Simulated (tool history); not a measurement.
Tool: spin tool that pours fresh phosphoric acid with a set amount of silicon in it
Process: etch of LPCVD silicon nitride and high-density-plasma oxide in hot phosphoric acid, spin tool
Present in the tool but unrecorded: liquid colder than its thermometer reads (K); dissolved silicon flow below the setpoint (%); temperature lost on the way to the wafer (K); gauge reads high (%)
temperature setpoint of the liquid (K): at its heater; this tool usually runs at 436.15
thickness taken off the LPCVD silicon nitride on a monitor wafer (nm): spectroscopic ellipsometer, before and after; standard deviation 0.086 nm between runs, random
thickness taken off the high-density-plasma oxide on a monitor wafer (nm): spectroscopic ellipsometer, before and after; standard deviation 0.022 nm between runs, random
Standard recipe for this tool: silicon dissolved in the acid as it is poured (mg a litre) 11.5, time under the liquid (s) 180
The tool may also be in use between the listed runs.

run,day,temperature setpoint of the liquid (K),silicon dissolved in the acid as it is poured (mg a litre),time under the liquid (s),wafers since the last listed run,hours since the thermometer was replaced,hours since the dissolved silicon flow meter was replaced,hours since the heated supply line was repaired,hours since the gauge calibration,"read-back film thickness of the LPCVD silicon nitride reference wafer, read on the same gauge (nm)","read-back film thickness of the high-density-plasma oxide reference wafer, read on the same gauge (nm)",thickness taken off the LPCVD silicon nitride on a monitor wafer (nm),thickness taken off the high-density-plasma oxide on a monitor wafer (nm)
1,0.000,434.65,11.5,180,0,1441.1,1011.0,3259.8,28.0,150.00,129.975,14.07,0.163
2,0.279,434.15,7.5,75,33,1447.8,1017.7,3266.5,34.7,150.02,129.993,5.70,0.072
3,0.892,436.15,11.5,180,73,1462.5,1032.4,3281.2,49.4,150.00,129.962,14.92,0.169
4,1.262,434.65,15.5,180,44,1471.4,1041.3,3290.1,58.3,150.03,130.024,13.93,0.141
# day 1.612: heated supply line repaired
5,1.842,436.15,11.5,180,64,1485.3,1055.2,5.5,72.2,149.98,129.964,17.21,0.231
6,2.542,436.15,11.5,225,84,1502.1,1072.0,22.3,89.0,150.00,130.045,21.58,0.346
# day 2.775: dissolved silicon flow meter replaced
# day 3.208: thermometer replaced
7,4.600,436.15,11.5,180,238,33.4,43.8,71.7,138.4,150.00,130.027,18.76,0.283
8,6.629,437.65,11.5,180,245,82.1,92.5,120.4,187.1,150.01,130.018,19.70,0.326
9,7.200,438.65,6.0,135,68,95.8,106.2,134.1,200.8,150.02,129.943,15.20,0.290
10,7.562,436.15,11.5,255,43,104.5,114.9,142.8,209.5,149.99,130.010,26.50,0.477
11,8.196,434.15,18.0,180,76,119.7,130.1,158.0,224.7,149.98,130.017,17.55,0.246
12,8.846,437.15,11.5,225,78,135.3,145.7,173.6,240.3,149.99,129.978,24.05,0.397
13,9.554,438.65,11.5,150,85,152.3,162.7,190.6,257.3,149.99,129.997,16.83,0.318
14,10.238,436.15,11.5,180,82,168.7,179.1,207.0,273.7,150.01,129.973,18.68,0.297
15,10.746,436.15,11.5,290,61,180.9,191.3,219.2,285.9,150.02,129.983,30.01,0.530
16,11.225,436.15,11.5,180,57,192.4,202.8,230.7,297.4,149.99,129.988,18.47,0.289
17,11.892,436.15,8.0,290,80,208.4,218.8,246.7,313.4,149.96,129.995,29.84,0.535
18,12.358,436.15,11.5,255,56,219.6,230.0,257.9,324.6,149.99,130.026,26.24,0.405
19,12.846,436.15,11.5,180,58,231.3,241.7,269.6,336.3,149.99,129.990,18.43,0.284
20,13.129,436.15,11.5,180,34,238.1,248.5,276.4,343.1,150.01,129.998,18.43,0.276

Below are 5 alternative next runs, each starting from the tool's condition after run 20. Predict each:
A,13.150,436.15,11.5,180,2,238.6,249.0,276.9,343.6,?,?,?,?
B,13.150,433.65,19.0,290,2,238.6,249.0,276.9,343.6,?,?,?,?
C,13.150,436.15,3.0,180,2,238.6,249.0,276.9,343.6,?,?,?,?
D,13.150,438.65,11.5,285,2,238.6,249.0,276.9,343.6,?,?,?,?
E,13.150,435.15,15.0,125,2,238.6,249.0,276.9,343.6,?,?,?,?

run,"read-back film thickness of the LPCVD silicon nitride reference wafer, read on the same gauge (nm)","read-back film thickness of the high-density-plasma oxide reference wafer, read on the same gauge (nm)",thickness taken off the LPCVD silicon nitride on a monitor wafer (nm),thickness taken off the high-density-plasma oxide on a monitor wafer (nm)
A,149.98,130.001,18.56,0.294
B,149.98,130.001,27.50,0.326
C,149.98,130.001,18.56,0.351
D,149.98,130.001,31.93,0.558
E,149.98,130.001,12.47,0.174
With the hidden condition removed and each run's random variation left untouched, the same runs would have given:
run,thickness taken off the LPCVD silicon nitride on a monitor wafer (nm),thickness taken off the high-density-plasma oxide on a monitor wafer (nm)
A,19.30,0.320
B,28.62,0.355
C,19.30,0.383
D,33.19,0.608
E,12.97,0.190

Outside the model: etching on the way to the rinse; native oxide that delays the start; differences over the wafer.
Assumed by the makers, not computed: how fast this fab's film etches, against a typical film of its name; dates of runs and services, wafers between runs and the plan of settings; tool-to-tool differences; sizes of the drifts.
